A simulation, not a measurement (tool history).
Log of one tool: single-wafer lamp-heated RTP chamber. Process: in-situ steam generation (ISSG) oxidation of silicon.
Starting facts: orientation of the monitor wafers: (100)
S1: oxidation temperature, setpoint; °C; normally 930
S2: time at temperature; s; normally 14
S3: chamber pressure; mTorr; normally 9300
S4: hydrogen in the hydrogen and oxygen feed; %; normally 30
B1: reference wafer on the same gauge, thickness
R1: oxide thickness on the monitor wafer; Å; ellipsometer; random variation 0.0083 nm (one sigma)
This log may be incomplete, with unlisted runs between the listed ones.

run	hour	S1	S2	S3	S4	B1	R1
1	0.0	930	14	9300	30	3.980	42.58
# hour 53.9: pyrometer window cleaned and pyrometer calibrated, repeated, since the last time left the tool worse
2	54.4	930	11	9300	30	3.982	38.26
3	91.7	930	14	9300	30	3.980	41.39
4	163.6	930	14	9300	30	3.980	41.50
5	220.8	930	14	9300	30	3.980	41.69
6	286.3	930	14	9300	30	3.982	41.65
7	349.0	930	14	9300	30	3.980	41.91
# hour 378.9: gauge calibrated
8	379.7	930	14	9300	30	3.981	41.75
# hour 434.7: pyrometer window cleaned and pyrometer calibrated
9	435.2	930	11	9300	30	3.977	38.19
10	482.7	930	14	9300	27	3.981	40.52
11	516.8	917	14	9300	23	3.981	37.90
# hour 568.5: pressure gauge zeroed
12	569.0	930	14	9300	30	3.981	41.68
13	628.1	930	8	9300	20	3.978	31.26
14	679.6	916	14	8400	30	3.980	41.07
# hour 735.2: hydrogen flow controller replaced
15	741.6	930	14	10200	30	3.981	40.98
16	780.0	930	14	9300	30	3.978	41.99
# hour 818.8: pyrometer window cleaned and pyrometer calibrated
17	819.3	943	9	9800	30	3.981	36.35
18	881.7	930	14	10200	32	3.980	41.37
19	947.8	930	14	9300	30	3.979	41.79
20	980.6	930	18	9300	32	3.982	46.55
21	1046.1	943	17	9300	21	3.979	42.85
22	1099.1	930	14	9300	24	3.980	39.57
23	1168.0	915	14	9300	30	3.979	40.58
# hour 1235.4: pyrometer window cleaned and pyrometer calibrated
24	1235.9	944	9	8600	32	3.981	37.96
25	1278.5	930	14	9300	30	3.980	41.55
26	1339.6	943	8	7900	30	3.982	36.25
27	1403.8	930	14	9300	30	3.979	41.70
28	1462.0	930	14	9300	30	3.979	41.77
29	1487.5	937	12	9700	30	3.978	40.00
30	1540.8	930	16	9300	30	3.981	44.07

Each row is a separate what-if for the run after 30, all from the same tool condition, not one after another. Results?
A	1541.2	930	10	9300	30	?	?
B	1541.2	942	14	9300	30	?	?
C	1541.2	939	16	9300	30	?	?
D	1541.2	930	12	9300	23	?	?
E	1541.2	941	9	10200	22	?	?

run	B1	R1
A	3.981	37.33
B	3.981	43.11
C	3.981	44.91
D	3.981	37.16
E	3.981	33.42
Stripped of hidden state, with their random variation kept, the same runs would have yielded:
run	R1
A	37.04
B	42.68
C	44.45
D	36.85
E	33.15

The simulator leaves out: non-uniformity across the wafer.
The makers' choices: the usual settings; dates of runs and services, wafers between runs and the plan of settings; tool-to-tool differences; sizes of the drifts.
